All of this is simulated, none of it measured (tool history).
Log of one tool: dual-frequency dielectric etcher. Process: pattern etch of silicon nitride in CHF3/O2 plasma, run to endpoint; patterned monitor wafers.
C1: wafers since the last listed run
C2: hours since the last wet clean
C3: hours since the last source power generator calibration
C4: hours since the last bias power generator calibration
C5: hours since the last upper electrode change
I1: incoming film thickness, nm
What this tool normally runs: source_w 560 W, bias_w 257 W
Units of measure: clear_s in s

Run 1, day 0.000: usual settings; C1 0; C2 250.6; C3 3307.3; C4 3996.0; C5 5928.7; I1 85.8. Result: clear_s 48.1 s.
Run 2, day 0.654: usual settings; C1 169; C2 266.3; C3 3323.0; C4 4011.7; C5 5944.4; I1 84.9. Result: clear_s 46.7 s.
Run 3, day 0.983: usual settings; C1 85; C2 274.2; C3 3330.9; C4 4019.6; C5 5952.3; I1 85.2. Result: clear_s 47.7 s.
Run 4, day 1.442: usual settings; C1 118; C2 285.2; C3 3341.9; C4 4030.6; C5 5963.3; I1 85.1. Result: clear_s 47.3 s.
Run 5, day 2.133: usual settings; C1 179; C2 301.8; C3 3358.5; C4 4047.2; C5 5979.9; I1 85.5. Result: clear_s 47.2 s.
Run 6, day 2.496: usual settings; C1 93; C2 310.5; C3 3367.2; C4 4055.9; C5 5988.6; I1 84.5. Result: clear_s 47.0 s.
At day 3.675: source power generator calibrated.
At day 4.004: upper electrode replaced.
Run 7, day 4.025: usual settings; C1 268; C2 347.2; C3 8.4; C4 4092.6; C5 0.5; I1 85.4. Result: clear_s 46.8 s.
Run 8, day 4.038: usual settings; C1 3; C2 347.5; C3 8.7; C4 4092.9; C5 0.8; I1 84.6. Result: clear_s 46.2 s.
Run 9, day 4.617: usual settings; C1 149; C2 361.4; C3 22.6; C4 4106.8; C5 14.7; I1 83.9. Result: clear_s 46.4 s.
Run 10, day 4.950: usual settings but source_w 610 W; C1 86; C2 369.4; C3 30.6; C4 4114.8; C5 22.7; I1 85.1. Result: clear_s 45.6 s.
Run 11, day 5.417: usual settings but source_w 610 W; C1 120; C2 380.6; C3 41.8; C4 4126.0; C5 33.9; I1 84.8. Result: clear_s 45.2 s.
Run 12, day 6.096: usual settings but bias_w 209 W; C1 175; C2 396.9; C3 58.1; C4 4142.3; C5 50.2; I1 85.1. Result: clear_s 52.6 s.
Run 13, day 6.858: usual settings; C1 197; C2 415.2; C3 76.4; C4 4160.6; C5 68.5; I1 85.3. Result: clear_s 47.3 s.
Run 14, day 7.171: usual settings but bias_w 310 W; C1 80; C2 422.7; C3 83.9; C4 4168.1; C5 76.0; I1 85.3. Result: clear_s 42.3 s.
Run 15, day 7.492: usual settings but source_w 500 W, bias_w 206 W; C1 83; C2 430.4; C3 91.6; C4 4175.8; C5 83.7; I1 85.0. Result: clear_s 55.5 s.
At day 8.312: bias power generator calibrated.
At day 8.500: wet clean of the chamber.
Run 16, day 8.521: usual settings; C1 173; C2 0.5; C3 116.3; C4 5.0; C5 108.4; I1 84.6. Result: clear_s 48.4 s.
Run 17, day 8.538: usual settings but source_w 680 W; C1 4; C2 0.9; C3 116.7; C4 5.4; C5 108.8; I1 85.0. Result: clear_s 45.6 s.
Run 18, day 8.550: usual settings but source_w 660 W, bias_w 194 W; C1 3; C2 1.2; C3 117.0; C4 5.7; C5 109.1; I1 84.8. Result: clear_s 55.2 s.
Run 19, day 8.804: usual settings but source_w 610 W, bias_w 230 W; C1 65; C2 7.3; C3 123.1; C4 11.8; C5 115.2; I1 84.5. Result: clear_s 50.4 s.
Run 20, day 9.142: usual settings but source_w 600 W; C1 87; C2 15.4; C3 131.2; C4 19.9; C5 123.3; I1 85.1. Result: clear_s 47.9 s.
Run 21, day 9.621: usual settings but source_w 430 W, bias_w 274 W; C1 124; C2 26.9; C3 142.7; C4 31.4; C5 134.8; I1 85.1. Result: clear_s 51.5 s.
Run 22, day 10.354: usual settings; C1 189; C2 44.5; C3 160.3; C4 49.0; C5 152.4; I1 85.4. Result: clear_s 49.0 s.
Run 23, day 11.008: usual settings but source_w 460 W, bias_w 290 W; C1 169; C2 60.2; C3 176.0; C4 64.7; C5 168.1; I1 84.4. Result: clear_s 48.0 s.
Run 24, day 11.692: usual settings but source_w 440 W; C1 176; C2 76.6; C3 192.4; C4 81.1; C5 184.5; I1 84.2. Result: clear_s 52.1 s.

Each run again, without the hidden state but with its own random variation kept:
The hidden state here: etch rate over this chamber's usual, %; source power that arrives over what is set, %; bias power that arrives over what is set, %.
run  clear_s
  1     49.5
  2     48.3
  3     49.3
  4     48.9
  5     49.0
  6     48.8
  7     48.8
  8     48.2
  9     48.4
 10     47.7
 11     47.3
 12     55.1
 13     49.7
 14     44.5
 15     58.4
 16     48.3
 17     45.5
 18     55.1
 19     50.3
 20     47.8
 21     51.6
 22     49.1
 23     48.2
 24     52.4

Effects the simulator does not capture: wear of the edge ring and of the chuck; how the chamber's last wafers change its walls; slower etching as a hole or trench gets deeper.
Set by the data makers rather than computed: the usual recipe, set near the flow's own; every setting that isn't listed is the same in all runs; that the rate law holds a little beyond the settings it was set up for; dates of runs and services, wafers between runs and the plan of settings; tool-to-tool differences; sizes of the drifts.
